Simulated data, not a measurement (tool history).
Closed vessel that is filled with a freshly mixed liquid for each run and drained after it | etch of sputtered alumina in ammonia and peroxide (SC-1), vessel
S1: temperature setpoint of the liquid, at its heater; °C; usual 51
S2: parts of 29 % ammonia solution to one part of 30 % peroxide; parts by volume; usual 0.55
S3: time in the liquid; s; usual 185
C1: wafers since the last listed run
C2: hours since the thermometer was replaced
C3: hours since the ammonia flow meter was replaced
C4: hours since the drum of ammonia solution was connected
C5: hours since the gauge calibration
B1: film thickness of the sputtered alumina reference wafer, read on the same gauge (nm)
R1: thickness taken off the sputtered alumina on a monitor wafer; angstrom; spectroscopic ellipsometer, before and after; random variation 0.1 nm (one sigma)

run    hour    S1    S2   S3    C1     C2      C3      C4      C5      B1     R1
  1       0    51  0.65  130     0  427.2   454.2   658.2   631.7  129.99  103.1
  2    48.3    51  0.55  185  2936  475.5   502.5   706.5     680  130.04  142.9
  3    77.6    51  0.55  185  1781  504.8   531.8   735.8   709.3  129.99  143.3
  4     109    51  0.55  185  1909  536.2   563.2   767.2   740.7  129.96    140
  5   173.2    51  0.55  185  3903  600.4   627.4   831.4   804.9  130.01  142.3
  6   239.5    51  0.55  185  4031  666.7   693.7   897.7   871.2     130  140.6
  7   310.4    51  0.55  185  4311  737.6   764.6   968.6   942.1  130.02  139.6
  8   431.1    58  0.55  185  7339  858.3   885.3  1089.3  1062.8  129.95  202.4
      466.8  -- gauge calibrated
      477.4  -- thermometer replaced
  9   488.6    58  0.55  185  3435   11.2   942.8  1146.8    21.8     130    216
      492.7  -- new drum of ammonia solution connected
 10   541.3    51  0.55  185  3143   63.9   995.5    48.6    74.5  129.98  148.6
 11   601.3    51  0.55  185  3648  123.9  1055.5   108.6   134.5  129.98  146.8
 12   642.8  44.5   0.4  185  2523  165.4    1097   150.1     176  130.03   99.7
 13   689.9    51  0.55  185  2863  212.5  1144.1   197.2   223.1  129.98  146.4
 14     759    51  0.55  185  4201  281.6  1213.2   266.3   292.2  129.96  143.4
 15   822.8    51  0.55  185  3879  345.4    1277   330.1     356  130.04    146
 16   894.4    46   0.3  120  4353    417  1348.6   401.7   427.6  129.95     67
 17     931    51  0.55  185  2225  453.6  1385.2   438.3   464.2     130  143.9
      936.9  -- ammonia flow meter replaced
 18   973.8    51  0.85   80  2541  496.4    36.9   481.1     507     130   63.7
 19    1003    60  0.65  120  1775  525.6    66.1   510.3   536.2  129.98  154.2
 20  1029.8    51   0.3  185  1629  552.4    92.9   537.1     563  130.02  133.3
 21    1087    51  0.55  185  3478  609.6   150.1   594.3   620.2  129.98  140.8
 22  1148.8    51  0.55  185  3757  671.4   211.9   656.1     682  129.99  141.2
     1187.9  -- thermometer replaced
 23  1194.9    56   0.8  220  2742      7     258   702.2   728.1     130  237.3
 24  1222.7    51  0.55  270  1690   34.8   285.8     730   755.9  129.98  212.7

The next listed run, before its measurement:
 25  1284.4  43.5  0.8  185  3751  96.5  347.5  791.7  817.6   ?   ?

Run 25 gave B1 130, R1 99.1 angstrom.
Without the tool's hidden state the same run would have given R1 101.1 angstrom.
